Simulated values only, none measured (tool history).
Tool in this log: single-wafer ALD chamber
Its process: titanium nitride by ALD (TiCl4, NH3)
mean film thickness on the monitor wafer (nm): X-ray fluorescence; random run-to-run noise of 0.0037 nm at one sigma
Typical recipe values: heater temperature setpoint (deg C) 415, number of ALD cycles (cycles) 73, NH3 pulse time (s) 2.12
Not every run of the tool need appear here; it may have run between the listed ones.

run,hour,heater temperature setpoint (deg C),number of ALD cycles (cycles),NH3 pulse time (s),"read-back reference wafer on the same gauge, thickness_nm",mean film thickness on the monitor wafer (nm)
1,0.0,415,66,2.12,1.620,1.326
2,62.8,415,73,2.12,1.620,1.457
3,106.6,415,73,2.58,1.621,1.474
4,131.4,415,73,2.58,1.621,1.475
5,158.0,415,73,2.58,1.620,1.476
6,213.8,415,73,2.12,1.621,1.466
7,265.7,415,73,2.12,1.619,1.458
8,331.1,415,73,1.78,1.620,1.461
# hour 340.7: thermocouple changed; heater temperature recalibrated
9,374.3,415,73,1.78,1.620,1.458
# hour 391.5: gauge calibrated
10,417.0,415,73,1.78,1.619,1.456
11,458.5,425,73,2.12,1.620,1.473
12,511.1,415,73,1.68,1.620,1.451
13,561.7,415,73,1.68,1.621,1.453
14,618.6,415,73,1.83,1.620,1.461
15,646.3,415,73,1.83,1.620,1.461
16,700.5,415,73,1.83,1.619,1.457
17,727.5,415,58,2.75,1.619,1.172
18,780.8,422,59,1.32,1.620,1.165
# hour 802.6: showerhead replaced
19,913.9,429,62,2.12,1.620,1.245
20,959.0,407,73,2.12,1.621,1.454
21,1019.1,415,73,2.62,1.620,1.471
22,1060.4,415,83,2.12,1.620,1.673
23,1130.7,427,73,2.12,1.620,1.469
24,1173.1,415,69,2.12,1.621,1.386
25,1226.4,415,73,2.12,1.621,1.461
26,1261.0,415,73,2.12,1.620,1.459

Run 27, settings as shown, results not yet in. Your forecast:
27,1320.9,403,73,2.12,?,?

read-back reference wafer on the same gauge, thickness_nm: 1.620
mean film thickness on the monitor wafer (nm): 1.456
Take away the tool's hidden state, keep the run-to-run variation as it was, and the same run would have given mean film thickness on the monitor wafer (nm) 1.456.
